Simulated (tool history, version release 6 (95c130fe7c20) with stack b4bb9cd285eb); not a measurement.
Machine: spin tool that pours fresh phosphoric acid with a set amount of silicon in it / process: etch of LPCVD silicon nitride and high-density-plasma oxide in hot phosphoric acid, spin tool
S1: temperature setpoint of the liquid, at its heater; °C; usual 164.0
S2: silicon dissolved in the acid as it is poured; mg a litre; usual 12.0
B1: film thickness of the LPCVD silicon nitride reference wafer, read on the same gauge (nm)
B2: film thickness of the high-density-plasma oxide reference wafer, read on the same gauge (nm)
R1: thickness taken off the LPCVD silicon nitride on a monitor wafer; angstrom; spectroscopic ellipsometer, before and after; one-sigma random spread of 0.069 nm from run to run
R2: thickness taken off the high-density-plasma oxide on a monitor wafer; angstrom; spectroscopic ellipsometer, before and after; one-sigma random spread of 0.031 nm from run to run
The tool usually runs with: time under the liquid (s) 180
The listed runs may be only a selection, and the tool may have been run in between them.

run 1 hour=0.0 | S1=166.5 S2=2.5 time_under_the_liquid_(s)=120 | B1=119.97 B2=70.022 | R1=114.9 R2=6.56
run 2 hour=202.5 | S1=167.0 S2=9.5 time_under_the_liquid_(s)=180 | B1=120.01 B2=70.003 | R1=175.5 R2=8.59
-- hour=229.7 heated supply line repaired
run 3 hour=235.3 | S1=164.0 S2=8.5 time_under_the_liquid_(s)=180 | B1=120.01 B2=70.000 | R1=161.3 R2=8.15
run 4 hour=280.1 | S1=164.0 S2=12.0 time_under_the_liquid_(s)=180 | B1=120.02 B2=70.002 | R1=164.4 R2=6.68
run 5 hour=336.2 | S1=167.0 S2=15.0 time_under_the_liquid_(s)=220 | B1=119.94 B2=70.009 | R1=221.3 R2=9.98
run 6 hour=402.3 | S1=164.0 S2=12.0 time_under_the_liquid_(s)=180 | B1=120.02 B2=69.994 | R1=164.3 R2=7.44
run 7 hour=428.1 | S1=164.0 S2=12.0 time_under_the_liquid_(s)=180 | B1=120.02 B2=69.996 | R1=164.0 R2=6.92
-- hour=471.8 thermometer replaced
run 8 hour=496.5 | S1=166.5 S2=19.0 time_under_the_liquid_(s)=225 | B1=120.00 B2=69.996 | R1=216.0 R2=8.48
run 9 hour=568.3 | S1=161.5 S2=17.0 time_under_the_liquid_(s)=180 | B1=119.94 B2=69.993 | R1=147.7 R2=5.25
run 10 hour=601.7 | S1=164.0 S2=3.5 time_under_the_liquid_(s)=225 | B1=119.97 B2=70.016 | R1=200.7 R2=10.89
-- hour=613.4 gauge calibrated
run 11 hour=648.8 | S1=164.0 S2=12.0 time_under_the_liquid_(s)=215 | B1=119.95 B2=69.987 | R1=191.9 R2=8.44

Run 12 has not been measured yet. What should we expect?
run 12 hour=700.6 | S1=165.0 S2=12.0 time_under_the_liquid_(s)=110 | B1=? B2=? | R1=? R2=?

B1: 119.98
B2: 69.993
R1: 100.8 angstrom
R2: 4.43 angstrom
The same run, on a tool lacking any hidden state, would have yielded R1 100.1 angstrom, R2 4.36 angstrom.
